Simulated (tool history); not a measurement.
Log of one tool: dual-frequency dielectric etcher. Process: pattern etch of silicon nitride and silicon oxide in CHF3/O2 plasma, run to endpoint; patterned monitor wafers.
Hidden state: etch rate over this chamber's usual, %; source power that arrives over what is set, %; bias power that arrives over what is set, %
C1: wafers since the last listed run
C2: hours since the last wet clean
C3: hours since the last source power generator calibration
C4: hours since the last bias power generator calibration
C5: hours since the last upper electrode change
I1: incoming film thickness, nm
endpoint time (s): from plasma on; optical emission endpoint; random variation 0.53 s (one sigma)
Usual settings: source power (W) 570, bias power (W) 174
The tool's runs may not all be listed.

run 1 hour=0.0 | source_power_(W)=570 bias_power_(W)=174 | C1=0 C2=117.7 C3=2040.0 C4=1950.2 C5=4810.7 | I1=289.4 | endpoint_time_(s)=174.9
run 2 hour=33.7 | source_power_(W)=570 bias_power_(W)=174 | C1=182 C2=151.4 C3=2073.7 C4=1983.9 C5=4844.4 | I1=291.4 | endpoint_time_(s)=176.1
run 3 hour=68.8 | source_power_(W)=570 bias_power_(W)=174 | C1=190 C2=186.5 C3=2108.8 C4=2019.0 C5=4879.5 | I1=290.0 | endpoint_time_(s)=175.3
run 4 hour=103.8 | source_power_(W)=510 bias_power_(W)=174 | C1=189 C2=221.5 C3=2143.8 C4=2054.0 C5=4914.5 | I1=291.1 | endpoint_time_(s)=182.8
run 5 hour=120.4 | source_power_(W)=510 bias_power_(W)=174 | C1=89 C2=238.1 C3=2160.4 C4=2070.6 C5=4931.1 | I1=290.1 | endpoint_time_(s)=181.5
run 6 hour=137.4 | source_power_(W)=570 bias_power_(W)=174 | C1=92 C2=255.1 C3=2177.4 C4=2087.6 C5=4948.1 | I1=289.8 | endpoint_time_(s)=174.8
-- hour=186.1 upper electrode replaced
run 7 hour=186.6 | source_power_(W)=570 bias_power_(W)=174 | C1=136 C2=304.3 C3=2226.6 C4=2136.8 C5=0.5 | I1=288.3 | endpoint_time_(s)=172.7
run 8 hour=204.7 | source_power_(W)=570 bias_power_(W)=174 | C1=98 C2=322.4 C3=2244.7 C4=2154.9 C5=18.6 | I1=289.2 | endpoint_time_(s)=172.7
-- hour=251.4 wet clean of the chamber
run 9 hour=263.0 | source_power_(W)=570 bias_power_(W)=174 | C1=185 C2=11.6 C3=2303.0 C4=2213.2 C5=76.9 | I1=286.8 | endpoint_time_(s)=173.7
run 10 hour=288.7 | source_power_(W)=570 bias_power_(W)=174 | C1=139 C2=37.3 C3=2328.7 C4=2238.9 C5=102.6 | I1=292.1 | endpoint_time_(s)=176.7
run 11 hour=320.7 | source_power_(W)=570 bias_power_(W)=207 | C1=173 C2=69.3 C3=2360.7 C4=2270.9 C5=134.6 | I1=288.5 | endpoint_time_(s)=164.5
run 12 hour=334.3 | source_power_(W)=610 bias_power_(W)=160 | C1=73 C2=82.9 C3=2374.3 C4=2284.5 C5=148.2 | I1=289.0 | endpoint_time_(s)=175.8
-- hour=347.8 source power generator calibrated
run 13 hour=354.5 | source_power_(W)=570 bias_power_(W)=174 | C1=87 C2=103.1 C3=6.7 C4=2304.7 C5=168.4 | I1=288.0 | endpoint_time_(s)=173.8
run 14 hour=387.8 | source_power_(W)=610 bias_power_(W)=144 | C1=180 C2=136.4 C3=40.0 C4=2338.0 C5=201.7 | I1=290.5 | endpoint_time_(s)=181.8
run 15 hour=403.2 | source_power_(W)=570 bias_power_(W)=200 | C1=83 C2=151.8 C3=55.4 C4=2353.4 C5=217.1 | I1=288.8 | endpoint_time_(s)=165.3
run 16 hour=427.7 | source_power_(W)=570 bias_power_(W)=174 | C1=132 C2=176.3 C3=79.9 C4=2377.9 C5=241.6 | I1=288.0 | endpoint_time_(s)=172.4
-- hour=431.7 bias power generator calibrated
run 17 hour=444.8 | source_power_(W)=510 bias_power_(W)=174 | C1=70 C2=193.4 C3=97.0 C4=13.1 C5=258.7 | I1=288.4 | endpoint_time_(s)=180.1
run 18 hour=459.8 | source_power_(W)=610 bias_power_(W)=191 | C1=81 C2=208.4 C3=112.0 C4=28.1 C5=273.7 | I1=291.8 | endpoint_time_(s)=165.5
run 19 hour=473.8 | source_power_(W)=630 bias_power_(W)=144 | C1=75 C2=222.4 C3=126.0 C4=42.1 C5=287.7 | I1=290.7 | endpoint_time_(s)=178.8
run 20 hour=492.5 | source_power_(W)=570 bias_power_(W)=174 | C1=101 C2=241.1 C3=144.7 C4=60.8 C5=306.4 | I1=289.6 | endpoint_time_(s)=173.3
run 21 hour=524.5 | source_power_(W)=680 bias_power_(W)=212 | C1=173 C2=273.1 C3=176.7 C4=92.8 C5=338.4 | I1=288.2 | endpoint_time_(s)=151.8
run 22 hour=549.1 | source_power_(W)=660 bias_power_(W)=217 | C1=133 C2=297.7 C3=201.3 C4=117.4 C5=363.0 | I1=289.6 | endpoint_time_(s)=152.3
run 23 hour=562.1 | source_power_(W)=490 bias_power_(W)=186 | C1=70 C2=310.7 C3=214.3 C4=130.4 C5=376.0 | I1=289.1 | endpoint_time_(s)=177.5

Hidden state or all else? Some run-to-run changes of endpoint time (s), split into what the settings, what came in and random variation would give without the hidden state, and what is left for the hidden state (with any gauge scatter that isn't in both results):
Run 8 -> 9: wet clean of the chamber. endpoint time (s) +1.0: hidden state +2.9, all else -1.9.
Run 20 -> 21: source power (W) 570 -> 680, bias power (W) 174 -> 212. endpoint time (s) -21.5: hidden state +0.0, all else -21.5.
Run 22 -> 23: source power (W) 660 -> 490, bias power (W) 217 -> 186. endpoint time (s) +25.2: hidden state -0.7, all else +25.9.
